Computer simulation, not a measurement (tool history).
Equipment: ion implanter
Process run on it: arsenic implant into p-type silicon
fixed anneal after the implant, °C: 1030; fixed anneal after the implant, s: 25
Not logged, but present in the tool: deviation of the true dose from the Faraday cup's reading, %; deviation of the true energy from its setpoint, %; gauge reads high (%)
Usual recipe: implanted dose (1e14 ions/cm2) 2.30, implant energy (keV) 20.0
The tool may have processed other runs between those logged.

run,hour,implanted dose (1e14 ions/cm2),implant energy (keV),wafers since the last listed run,hours since the last dose calibration,hours since the extraction supply was calibrated,hours since the gauge calibration,"read-back reference wafer on the same gauge, sheet resistance",sheet resistance of the implanted and annealed layer (ohm/square)
1,0.0,2.77,17.5,0,223.3,5567.2,815.9,339.89,296.73
2,35.1,2.77,17.5,573,258.4,5602.3,851.0,339.93,297.89
3,74.1,2.30,20.0,636,297.4,5641.3,890.0,340.33,338.74
4,134.8,2.30,18.0,991,358.1,5702.0,950.7,340.05,344.65
5,173.2,2.30,20.0,627,396.5,5740.4,989.1,340.17,337.91
6,224.7,2.30,20.0,840,448.0,5791.9,1040.6,340.09,340.29
7,260.5,2.30,20.0,584,483.8,5827.7,1076.4,340.33,338.36
8,308.8,2.30,20.0,788,532.1,5876.0,1124.7,340.13,340.87
9,372.1,2.30,20.0,1033,595.4,5939.3,1188.0,340.17,340.31
10,515.1,2.30,20.0,2335,738.4,6082.3,1331.0,340.02,340.51
11,564.2,2.30,20.0,801,787.5,6131.4,1380.1,340.01,340.35
12,760.3,2.30,20.0,3202,983.6,6327.5,1576.2,340.03,339.45
# hour 781.2: extraction supply calibrated
13,796.9,2.30,24.0,467,1020.2,15.7,1612.8,340.38,332.94
14,863.6,2.83,15.0,1089,1086.9,82.4,1679.5,340.22,300.13
15,906.3,2.30,20.0,697,1129.6,125.1,1722.2,340.29,340.03
16,935.3,2.88,22.0,473,1158.6,154.1,1751.2,340.21,283.95
# hour 948.5: gauge calibrated
17,994.6,2.30,24.0,968,1217.9,213.4,46.1,340.09,330.28
18,1029.3,2.30,20.0,566,1252.6,248.1,80.8,340.27,340.95
19,1053.3,1.89,26.0,391,1276.6,272.1,104.8,339.93,380.50
# hour 1091.6: Faraday cup replaced and dose calibrated
20,1095.8,2.82,25.5,563,4.2,314.6,147.3,339.78,278.47
21,1164.5,2.77,17.5,1121,72.9,383.3,216.0,339.94,298.25
22,1205.5,2.79,23.5,669,113.9,424.3,257.0,339.91,285.39
23,1256.5,2.30,20.0,832,164.9,475.3,308.0,340.00,339.22
24,1318.1,2.30,20.0,1005,226.5,536.9,369.6,340.19,337.17
25,1382.3,2.77,17.5,1048,290.7,601.1,433.8,340.18,297.89
26,1422.1,2.63,24.0,649,330.5,640.9,473.6,339.84,300.59
27,1468.9,1.66,13.0,764,377.3,687.7,520.4,340.17,457.24
28,1540.4,2.92,20.0,1167,448.8,759.2,591.9,340.10,282.08
29,1582.2,2.30,15.5,682,490.6,801.0,633.7,340.22,348.12
30,1621.9,2.68,25.0,648,530.3,840.7,673.4,339.87,294.53
31,1648.8,2.72,20.0,439,557.2,867.6,700.3,339.87,300.31
32,1704.3,2.87,18.0,906,612.7,923.1,755.8,340.01,289.63
33,1756.6,2.30,26.5,854,665.0,975.4,808.1,340.19,327.30
34,1827.8,2.30,20.0,1162,736.2,1046.6,879.3,340.14,339.83
35,1870.0,2.83,18.0,689,778.4,1088.8,921.5,339.91,293.37
36,1921.7,2.30,17.0,844,830.1,1140.5,973.2,339.86,348.77

The same runs without the tool's hidden state, with the same run-to-run variation:
run,sheet resistance of the implanted and annealed layer (ohm/square)
1,294.80
2,295.74
3,336.08
4,341.59
5,334.74
6,336.86
7,334.81
8,337.12
9,336.36
10,336.19
11,335.94
12,334.74
13,328.32
14,295.79
15,335.16
16,279.85
17,325.52
18,335.97
19,375.08
20,278.03
21,297.13
22,284.00
23,337.14
24,334.64
25,295.27
26,297.78
27,452.58
28,278.94
29,344.05
30,291.01
31,296.61
32,285.90
33,323.05
34,335.19
35,289.25
36,343.78
